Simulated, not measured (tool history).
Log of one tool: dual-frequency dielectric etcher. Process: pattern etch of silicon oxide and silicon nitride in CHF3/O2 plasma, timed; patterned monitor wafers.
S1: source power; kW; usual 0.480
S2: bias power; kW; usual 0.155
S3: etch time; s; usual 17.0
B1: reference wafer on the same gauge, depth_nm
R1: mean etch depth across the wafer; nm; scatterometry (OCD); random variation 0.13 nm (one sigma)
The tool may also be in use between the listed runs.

| run | hour | S1 | S2 | S3 | B1 | R1 |
|---|---|---|---|---|---|---|
| 1 | 0.0 | 0.480 | 0.155 | 17.0 | 22.23 | 20.22 |
| 2 | 28.0 | 0.480 | 0.139 | 17.0 | 22.20 | 20.02 |
| 3 | 88.8 | 0.480 | 0.155 | 17.0 | 22.25 | 20.12 |
| 4 | 144.0 | 0.480 | 0.155 | 17.0 | 22.16 | 20.17 |
| 5 | 173.9 | 0.480 | 0.155 | 17.0 | 22.25 | 19.93 |
| 6 | 231.4 | 0.480 | 0.155 | 17.0 | 22.23 | 20.06 |
| 7 | 266.2 | 0.480 | 0.155 | 17.0 | 22.18 | 19.79 |
| 8 | 291.7 | 0.480 | 0.155 | 17.0 | 22.22 | 19.92 |
| 9 | 328.5 | 0.480 | 0.155 | 17.0 | 22.16 | 19.80 |
|  | 363.3 | wet clean of the chamber |
| 10 | 363.8 | 0.480 | 0.155 | 17.0 | 22.18 | 20.79 |
| 11 | 407.5 | 0.440 | 0.155 | 17.0 | 22.22 | 20.02 |
| 12 | 453.5 | 0.440 | 0.155 | 17.0 | 22.22 | 20.20 |
| 13 | 487.3 | 0.480 | 0.155 | 17.0 | 22.30 | 20.72 |
|  | 512.1 | bias power generator calibrated |
| 14 | 531.4 | 0.480 | 0.155 | 17.0 | 22.18 | 20.46 |
| 15 | 563.6 | 0.590 | 0.189 | 20.0 | 22.17 | 27.35 |
| 16 | 612.1 | 0.580 | 0.127 | 12.5 | 22.18 | 15.01 |
|  | 734.6 | gauge calibrated |
| 17 | 813.1 | 0.480 | 0.128 | 17.0 | 22.19 | 18.65 |
| 18 | 851.8 | 0.480 | 0.155 | 17.0 | 22.22 | 19.62 |
| 19 | 885.7 | 0.480 | 0.155 | 15.0 | 22.17 | 17.50 |
| 20 | 910.3 | 0.560 | 0.135 | 21.0 | 22.20 | 24.23 |
|  | 944.0 | wet clean of the chamber |
| 21 | 971.7 | 0.480 | 0.155 | 17.0 | 22.22 | 20.68 |
|  | 998.5 | source power generator calibrated |
| 22 | 1023.2 | 0.480 | 0.155 | 17.0 | 22.19 | 20.76 |
|  | 1103.8 | upper electrode replaced |
| 23 | 1104.3 | 0.480 | 0.189 | 17.0 | 22.12 | 21.86 |
| 24 | 1107.0 | 0.480 | 0.155 | 17.0 | 22.23 | 20.57 |
| 25 | 1132.0 | 0.480 | 0.171 | 17.0 | 22.18 | 20.88 |
| 26 | 1202.0 | 0.370 | 0.138 | 12.5 | 22.26 | 13.32 |
| 27 | 1235.2 | 0.400 | 0.137 | 14.5 | 22.21 | 16.00 |
| 28 | 1301.4 | 0.480 | 0.155 | 17.0 | 22.16 | 20.17 |
| 29 | 1398.8 | 0.370 | 0.141 | 13.0 | 22.22 | 13.68 |
| 30 | 1456.5 | 0.380 | 0.155 | 20.0 | 22.22 | 21.97 |
| 31 | 1506.5 | 0.580 | 0.125 | 17.0 | 22.20 | 19.86 |

3 ways to go on from here, each from the tool as it stands after run 31. What would each give?
| A | 1506.9 | 0.480 | 0.155 | 17.0 | ? | ? |
| B | 1506.9 | 0.580 | 0.173 | 21.0 | ? | ? |
| C | 1506.9 | 0.480 | 0.123 | 13.0 | ? | ? |

| run | B1 | R1 |
|---|---|---|
| A | 22.22 | 19.79 |
| B | 22.22 | 26.70 |
| C | 22.22 | 14.28 |
Without the tool's hidden state the same runs would have given:
| run | R1 |
|---|---|
| A | 20.89 |
| B | 28.18 |
| C | 15.08 |
